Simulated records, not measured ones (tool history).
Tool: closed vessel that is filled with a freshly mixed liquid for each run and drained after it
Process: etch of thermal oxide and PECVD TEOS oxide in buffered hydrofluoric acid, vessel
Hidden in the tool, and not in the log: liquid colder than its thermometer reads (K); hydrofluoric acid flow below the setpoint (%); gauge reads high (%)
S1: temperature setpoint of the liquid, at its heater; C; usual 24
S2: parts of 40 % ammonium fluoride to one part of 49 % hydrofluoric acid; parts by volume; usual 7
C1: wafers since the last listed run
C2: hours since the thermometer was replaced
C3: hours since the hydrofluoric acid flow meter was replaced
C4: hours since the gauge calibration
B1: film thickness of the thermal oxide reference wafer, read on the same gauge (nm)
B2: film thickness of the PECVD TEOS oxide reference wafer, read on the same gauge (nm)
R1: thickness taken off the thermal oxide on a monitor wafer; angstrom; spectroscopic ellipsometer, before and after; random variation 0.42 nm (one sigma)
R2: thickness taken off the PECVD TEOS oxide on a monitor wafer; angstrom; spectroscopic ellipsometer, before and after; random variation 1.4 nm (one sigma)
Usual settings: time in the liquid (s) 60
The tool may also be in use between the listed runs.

{"run": 1, "hour": 0.0, "S1": 24, "S2": 7, "time in the liquid (s)": 60, "C1": 0, "C2": 1993, "C3": 76.7, "C4": 252.3, "B1": 109.98, "B2": 50.03, "R1": 939.1, "R2": 1462.1}
{"run": 2, "hour": 65.4, "S1": 24, "S2": 7, "time in the liquid (s)": 60, "C1": 9257, "C2": 2058.4, "C3": 142.1, "C4": 317.7, "B1": 110.04, "B2": 50.03, "R1": 934.3, "R2": 1458.5}
{"run": 3, "hour": 135.5, "S1": 24, "S2": 8, "time in the liquid (s)": 60, "C1": 9922, "C2": 2128.5, "C3": 212.2, "C4": 387.8, "B1": 109.97, "B2": 49.99, "R1": 798.4, "R2": 1267.7}
{"run": 4, "hour": 174.5, "S1": 24, "S2": 7, "time in the liquid (s)": 90, "C1": 5520, "C2": 2167.5, "C3": 251.2, "C4": 426.8, "B1": 109.97, "B2": 50, "R1": 1385.5, "R2": 2166.1}
{"run": 5, "hour": 209.5, "S1": 20, "S2": 9.5, "time in the liquid (s)": 75, "C1": 4954, "C2": 2202.5, "C3": 286.2, "C4": 461.8, "B1": 109.99, "B2": 50.01, "R1": 685.6, "R2": 1078}
{"run": 6, "hour": 270.3, "S1": 24, "S2": 7, "time in the liquid (s)": 60, "C1": 8606, "C2": 2263.3, "C3": 347, "C4": 522.6, "B1": 110, "B2": 49.99, "R1": 926.6, "R2": 1446.4}
{"run": 7, "hour": 319.8, "S1": 22, "S2": 5, "time in the liquid (s)": 60, "C1": 7006, "C2": 2312.8, "C3": 396.5, "C4": 572.1, "B1": 109.99, "B2": 49.99, "R1": 1101.1, "R2": 1727.1}
{"run": 8, "hour": 357.3, "S1": 24, "S2": 7, "time in the liquid (s)": 60, "C1": 5308, "C2": 2350.3, "C3": 434, "C4": 609.6, "B1": 109.99, "B2": 50.03, "R1": 919.3, "R2": 1435.6}
{"run": 9, "hour": 419.1, "S1": 21, "S2": 7, "time in the liquid (s)": 45, "C1": 8747, "C2": 2412.1, "C3": 495.8, "C4": 671.4, "B1": 110.01, "B2": 49.97, "R1": 584.1, "R2": 902.4}
{"run": 10, "hour": 459.7, "S1": 19.5, "S2": 9, "time in the liquid (s)": 60, "C1": 5746, "C2": 2452.7, "C3": 536.4, "C4": 712, "B1": 109.99, "B2": 49.96, "R1": 550.7, "R2": 860.2}
{"hour": 527.8, "done": "thermometer replaced"}
{"run": 11, "hour": 530.9, "S1": 24, "S2": 7, "time in the liquid (s)": 60, "C1": 9936, "C2": 3.1, "C3": 607.6, "C4": 783.2, "B1": 110.01, "B2": 50, "R1": 957.2, "R2": 1514.3}
{"run": 12, "hour": 583.4, "S1": 28.5, "S2": 7, "time in the liquid (s)": 60, "C1": 7431, "C2": 55.6, "C3": 660.1, "C4": 835.7, "B1": 110, "B2": 49.98, "R1": 1211.2, "R2": 1895.4}
{"run": 13, "hour": 617.6, "S1": 24, "S2": 8.5, "time in the liquid (s)": 60, "C1": 4840, "C2": 89.8, "C3": 694.3, "C4": 869.9, "B1": 110.04, "B2": 49.98, "R1": 769.6, "R2": 1184.4}
{"run": 14, "hour": 775.7, "S1": 27, "S2": 8, "time in the liquid (s)": 90, "C1": 22378, "C2": 247.9, "C3": 852.4, "C4": 1028, "B1": 110.02, "B2": 50.04, "R1": 1435.8, "R2": 2248.2}
{"run": 15, "hour": 828.1, "S1": 24, "S2": 7, "time in the liquid (s)": 60, "C1": 7417, "C2": 300.3, "C3": 904.8, "C4": 1080.4, "B1": 110.04, "B2": 49.99, "R1": 939.1, "R2": 1483.8}
{"run": 16, "hour": 859.2, "S1": 21, "S2": 6, "time in the liquid (s)": 60, "C1": 4402, "C2": 331.4, "C3": 935.9, "C4": 1111.5, "B1": 110.01, "B2": 50.02, "R1": 916.4, "R2": 1418.1}
{"run": 17, "hour": 911.1, "S1": 20.5, "S2": 7, "time in the liquid (s)": 85, "C1": 7346, "C2": 383.3, "C3": 987.8, "C4": 1163.4, "B1": 109.99, "B2": 49.97, "R1": 1092.5, "R2": 1688}
{"run": 18, "hour": 974.6, "S1": 27.5, "S2": 8, "time in the liquid (s)": 45, "C1": 8988, "C2": 446.8, "C3": 1051.3, "C4": 1226.9, "B1": 110, "B2": 49.98, "R1": 725.5, "R2": 1148.2}
{"run": 19, "hour": 1017.7, "S1": 24, "S2": 7, "time in the liquid (s)": 60, "C1": 6100, "C2": 489.9, "C3": 1094.4, "C4": 1270, "B1": 110.02, "B2": 50.02, "R1": 935.7, "R2": 1477.2}
{"run": 20, "hour": 1045.5, "S1": 24, "S2": 7, "time in the liquid (s)": 80, "C1": 3935, "C2": 517.7, "C3": 1122.2, "C4": 1297.8, "B1": 110.01, "B2": 50.03, "R1": 1235.8, "R2": 1904.8}
{"run": 21, "hour": 1087.4, "S1": 27.5, "S2": 5.5, "time in the liquid (s)": 60, "C1": 5930, "C2": 559.6, "C3": 1164.1, "C4": 1339.7, "B1": 110.04, "B2": 49.98, "R1": 1396.7, "R2": 2173.5}
{"run": 22, "hour": 1130.7, "S1": 24, "S2": 7, "time in the liquid (s)": 60, "C1": 6129, "C2": 602.9, "C3": 1207.4, "C4": 1383, "B1": 109.99, "B2": 50.03, "R1": 923.9, "R2": 1420.8}
{"run": 23, "hour": 1193.4, "S1": 24, "S2": 5, "time in the liquid (s)": 60, "C1": 8875, "C2": 665.6, "C3": 1270.1, "C4": 1445.7, "B1": 109.96, "B2": 49.93, "R1": 1243.3, "R2": 1913.9}
{"run": 24, "hour": 1218.6, "S1": 24, "S2": 7, "time in the liquid (s)": 60, "C1": 3567, "C2": 690.8, "C3": 1295.3, "C4": 1470.9, "B1": 110, "B2": 50.02, "R1": 921.8, "R2": 1446.9}
{"run": 25, "hour": 1272.2, "S1": 24, "S2": 7, "time in the liquid (s)": 60, "C1": 7587, "C2": 744.4, "C3": 1348.9, "C4": 1524.5, "B1": 110.02, "B2": 50.01, "R1": 920.6, "R2": 1420.9}

Forecast each of these 5 alternatives for the next run:
{"run": "A", "hour": 1272.9, "S1": 24, "S2": 7, "time in the liquid (s)": 60, "C1": 99, "C2": 745.1, "C3": 1349.6, "C4": 1525.2, "B1": "?", "B2": "?", "R1": "?", "R2": "?"}
{"run": "B", "hour": 1272.9, "S1": 26.5, "S2": 8.5, "time in the liquid (s)": 60, "C1": 99, "C2": 745.1, "C3": 1349.6, "C4": 1525.2, "B1": "?", "B2": "?", "R1": "?", "R2": "?"}
{"run": "C", "hour": 1272.9, "S1": 20.5, "S2": 5, "time in the liquid (s)": 85, "C1": 99, "C2": 745.1, "C3": 1349.6, "C4": 1525.2, "B1": "?", "B2": "?", "R1": "?", "R2": "?"}
{"run": "D", "hour": 1272.9, "S1": 20, "S2": 5, "time in the liquid (s)": 80, "C1": 99, "C2": 745.1, "C3": 1349.6, "C4": 1525.2, "B1": "?", "B2": "?", "R1": "?", "R2": "?"}
{"run": "E", "hour": 1272.9, "S1": 28, "S2": 8, "time in the liquid (s)": 60, "C1": 99, "C2": 745.1, "C3": 1349.6, "C4": 1525.2, "B1": "?", "B2": "?", "R1": "?", "R2": "?"}

run=A B1=109.96 B2=49.99 R1=912.4 R2=1420.2
run=B B1=109.96 B2=49.99 R1=848.2 R2=1320.3
run=C B1=109.96 B2=49.99 R1=1441.9 R2=2244.4
run=D B1=109.96 B2=49.99 R1=1319.7 R2=2054.2
run=E B1=109.96 B2=49.99 R1=979.5 R2=1524.7
Without the tool's hidden state the same runs would have given:
run=A R1=990.4 R2=1541.6
run=B R1=919 R2=1430.4
run=C R1=1543.3 R2=2402.3
run=D R1=1412.6 R2=2198.9
run=E R1=1063.1 R2=1654.7
